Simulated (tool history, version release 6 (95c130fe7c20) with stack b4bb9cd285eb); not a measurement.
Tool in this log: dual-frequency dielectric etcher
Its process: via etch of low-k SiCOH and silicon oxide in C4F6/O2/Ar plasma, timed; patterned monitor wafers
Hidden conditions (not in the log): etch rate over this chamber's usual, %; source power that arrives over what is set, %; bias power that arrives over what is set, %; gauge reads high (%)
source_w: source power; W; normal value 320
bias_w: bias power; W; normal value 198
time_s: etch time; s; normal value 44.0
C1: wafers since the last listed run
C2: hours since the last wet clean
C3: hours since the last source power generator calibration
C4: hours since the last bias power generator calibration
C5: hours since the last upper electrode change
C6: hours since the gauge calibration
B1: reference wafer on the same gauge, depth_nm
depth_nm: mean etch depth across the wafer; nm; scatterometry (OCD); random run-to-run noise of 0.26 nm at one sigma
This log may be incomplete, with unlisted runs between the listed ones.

{"run": 1, "hour": 0.0, "source_w": 350, "bias_w": 198, "time_s": 44.0, "C1": 0, "C2": 245.6, "C3": 2997.1, "C4": 3000.2, "C5": 3470.1, "C6": 620.8, "B1": 103.1, "depth_nm": 113.3}
{"run": 2, "hour": 25.8, "source_w": 350, "bias_w": 198, "time_s": 44.0, "C1": 351, "C2": 271.4, "C3": 3022.9, "C4": 3026.0, "C5": 3495.9, "C6": 646.6, "B1": 103.0, "depth_nm": 113.6}
{"run": 3, "hour": 51.7, "source_w": 350, "bias_w": 198, "time_s": 44.0, "C1": 353, "C2": 297.3, "C3": 3048.8, "C4": 3051.9, "C5": 3521.8, "C6": 672.5, "B1": 103.0, "depth_nm": 113.7}
{"run": 4, "hour": 75.3, "source_w": 340, "bias_w": 198, "time_s": 44.0, "C1": 321, "C2": 320.9, "C3": 3072.4, "C4": 3075.5, "C5": 3545.4, "C6": 696.1, "B1": 103.0, "depth_nm": 112.4}
{"run": 5, "hour": 155.0, "source_w": 340, "bias_w": 198, "time_s": 44.0, "C1": 1086, "C2": 400.6, "C3": 3152.1, "C4": 3155.2, "C5": 3625.1, "C6": 775.8, "B1": 102.9, "depth_nm": 112.0}
{"run": 6, "hour": 189.2, "source_w": 340, "bias_w": 198, "time_s": 44.0, "C1": 466, "C2": 434.8, "C3": 3186.3, "C4": 3189.4, "C5": 3659.3, "C6": 810.0, "B1": 103.0, "depth_nm": 111.9}
{"run": 7, "hour": 202.7, "source_w": 320, "bias_w": 198, "time_s": 44.0, "C1": 184, "C2": 448.3, "C3": 3199.8, "C4": 3202.9, "C5": 3672.8, "C6": 823.5, "B1": 103.0, "depth_nm": 109.3}
{"run": 8, "hour": 223.9, "source_w": 320, "bias_w": 198, "time_s": 44.0, "C1": 288, "C2": 469.5, "C3": 3221.0, "C4": 3224.1, "C5": 3694.0, "C6": 844.7, "B1": 103.0, "depth_nm": 109.1}
{"hour": 298.7, "done": "upper electrode replaced, of another model than before"}
{"run": 9, "hour": 299.2, "source_w": 320, "bias_w": 198, "time_s": 44.0, "C1": 699, "C2": 544.8, "C3": 3296.3, "C4": 3299.4, "C5": 0.5, "C6": 920.0, "B1": 103.0, "depth_nm": 108.8}
{"run": 10, "hour": 304.1, "source_w": 360, "bias_w": 161, "time_s": 56.0, "C1": 66, "C2": 549.7, "C3": 3301.2, "C4": 3304.3, "C5": 5.4, "C6": 924.9, "B1": 103.0, "depth_nm": 135.8}
{"run": 11, "hour": 321.8, "source_w": 390, "bias_w": 227, "time_s": 36.0, "C1": 241, "C2": 567.4, "C3": 3318.9, "C4": 3322.0, "C5": 23.1, "C6": 942.6, "B1": 103.0, "depth_nm": 106.5}
{"hour": 329.7, "done": "source power generator calibrated"}
{"run": 12, "hour": 352.8, "source_w": 260, "bias_w": 198, "time_s": 35.5, "C1": 368, "C2": 598.4, "C3": 23.1, "C4": 3353.0, "C5": 54.1, "C6": 973.6, "B1": 103.0, "depth_nm": 75.6}
{"run": 13, "hour": 381.2, "source_w": 320, "bias_w": 247, "time_s": 40.0, "C1": 387, "C2": 626.8, "C3": 51.5, "C4": 3381.4, "C5": 82.5, "C6": 1002.0, "B1": 103.0, "depth_nm": 108.6}
{"hour": 418.7, "done": "wet clean of the chamber"}
{"run": 14, "hour": 425.5, "source_w": 320, "bias_w": 213, "time_s": 33.5, "C1": 276, "C2": 6.8, "C3": 95.8, "C4": 3425.7, "C5": 126.8, "C6": 1046.3, "B1": 103.0, "depth_nm": 86.8}
{"run": 15, "hour": 439.8, "source_w": 320, "bias_w": 198, "time_s": 44.0, "C1": 194, "C2": 21.1, "C3": 110.1, "C4": 3440.0, "C5": 141.1, "C6": 1060.6, "B1": 103.0, "depth_nm": 110.6}
{"run": 16, "hour": 541.6, "source_w": 320, "bias_w": 218, "time_s": 44.0, "C1": 1387, "C2": 122.9, "C3": 211.9, "C4": 3541.8, "C5": 242.9, "C6": 1162.4, "B1": 103.0, "depth_nm": 114.8}
{"hour": 549.7, "done": "bias power generator calibrated"}
{"run": 17, "hour": 570.9, "source_w": 380, "bias_w": 167, "time_s": 31.0, "C1": 344, "C2": 152.2, "C3": 241.2, "C4": 21.2, "C5": 272.2, "C6": 1191.7, "B1": 103.0, "depth_nm": 80.2}
{"run": 18, "hour": 585.0, "source_w": 320, "bias_w": 225, "time_s": 50.5, "C1": 192, "C2": 166.3, "C3": 255.3, "C4": 35.3, "C5": 286.3, "C6": 1205.8, "B1": 102.9, "depth_nm": 133.3}
{"hour": 585.1, "done": "gauge calibrated"}
{"run": 19, "hour": 613.1, "source_w": 400, "bias_w": 155, "time_s": 56.0, "C1": 383, "C2": 194.4, "C3": 283.4, "C4": 63.4, "C5": 314.4, "C6": 28.0, "B1": 103.1, "depth_nm": 143.6}
{"run": 20, "hour": 629.8, "source_w": 320, "bias_w": 198, "time_s": 44.0, "C1": 227, "C2": 211.1, "C3": 300.1, "C4": 80.1, "C5": 331.1, "C6": 44.7, "B1": 102.9, "depth_nm": 109.5}
{"run": 21, "hour": 648.3, "source_w": 240, "bias_w": 198, "time_s": 55.5, "C1": 252, "C2": 229.6, "C3": 318.6, "C4": 98.6, "C5": 349.6, "C6": 63.2, "B1": 103.0, "depth_nm": 112.2}
{"run": 22, "hour": 680.7, "source_w": 320, "bias_w": 167, "time_s": 44.0, "C1": 441, "C2": 262.0, "C3": 351.0, "C4": 131.0, "C5": 382.0, "C6": 95.6, "B1": 103.0, "depth_nm": 101.8}
{"run": 23, "hour": 709.5, "source_w": 320, "bias_w": 198, "time_s": 44.0, "C1": 392, "C2": 290.8, "C3": 379.8, "C4": 159.8, "C5": 410.8, "C6": 124.4, "B1": 103.0, "depth_nm": 109.6}
{"run": 24, "hour": 736.2, "source_w": 400, "bias_w": 198, "time_s": 44.0, "C1": 363, "C2": 317.5, "C3": 406.5, "C4": 186.5, "C5": 437.5, "C6": 151.1, "B1": 102.9, "depth_nm": 124.9}
{"run": 25, "hour": 764.8, "source_w": 320, "bias_w": 198, "time_s": 44.0, "C1": 389, "C2": 346.1, "C3": 435.1, "C4": 215.1, "C5": 466.1, "C6": 179.7, "B1": 102.9, "depth_nm": 109.5}
{"run": 26, "hour": 780.6, "source_w": 350, "bias_w": 231, "time_s": 33.5, "C1": 215, "C2": 361.9, "C3": 450.9, "C4": 230.9, "C5": 481.9, "C6": 195.5, "B1": 103.0, "depth_nm": 94.2}
{"run": 27, "hour": 797.4, "source_w": 320, "bias_w": 225, "time_s": 44.0, "C1": 229, "C2": 378.7, "C3": 467.7, "C4": 247.7, "C5": 498.7, "C6": 212.3, "B1": 102.9, "depth_nm": 115.5}
{"run": 28, "hour": 825.7, "source_w": 340, "bias_w": 198, "time_s": 44.0, "C1": 385, "C2": 407.0, "C3": 496.0, "C4": 276.0, "C5": 527.0, "C6": 240.6, "B1": 102.9, "depth_nm": 113.1}
{"run": 29, "hour": 849.9, "source_w": 370, "bias_w": 156, "time_s": 44.0, "C1": 329, "C2": 431.2, "C3": 520.2, "C4": 300.2, "C5": 551.2, "C6": 264.8, "B1": 103.0, "depth_nm": 107.5}
{"run": 30, "hour": 877.3, "source_w": 320, "bias_w": 211, "time_s": 38.0, "C1": 373, "C2": 458.6, "C3": 547.6, "C4": 327.6, "C5": 578.6, "C6": 292.2, "B1": 103.0, "depth_nm": 97.5}

Results per run with the tool's hidden condition removed, run-to-run variation unchanged:
run=1 depth_nm=114.0
run=2 depth_nm=114.4
run=3 depth_nm=114.6
run=4 depth_nm=113.3
run=5 depth_nm=113.1
run=6 depth_nm=113.2
run=7 depth_nm=110.5
run=8 depth_nm=110.4
run=9 depth_nm=110.4
run=10 depth_nm=137.8
run=11 depth_nm=108.0
run=12 depth_nm=76.8
run=13 depth_nm=110.3
run=14 depth_nm=86.8
run=15 depth_nm=110.5
run=16 depth_nm=115.0
run=17 depth_nm=80.4
run=18 depth_nm=133.7
run=19 depth_nm=144.1
run=20 depth_nm=109.9
run=21 depth_nm=112.7
run=22 depth_nm=102.4
run=23 depth_nm=110.3
run=24 depth_nm=125.7
run=25 depth_nm=110.4
run=26 depth_nm=94.9
run=27 depth_nm=116.5
run=28 depth_nm=114.1
run=29 depth_nm=108.6
run=30 depth_nm=98.5
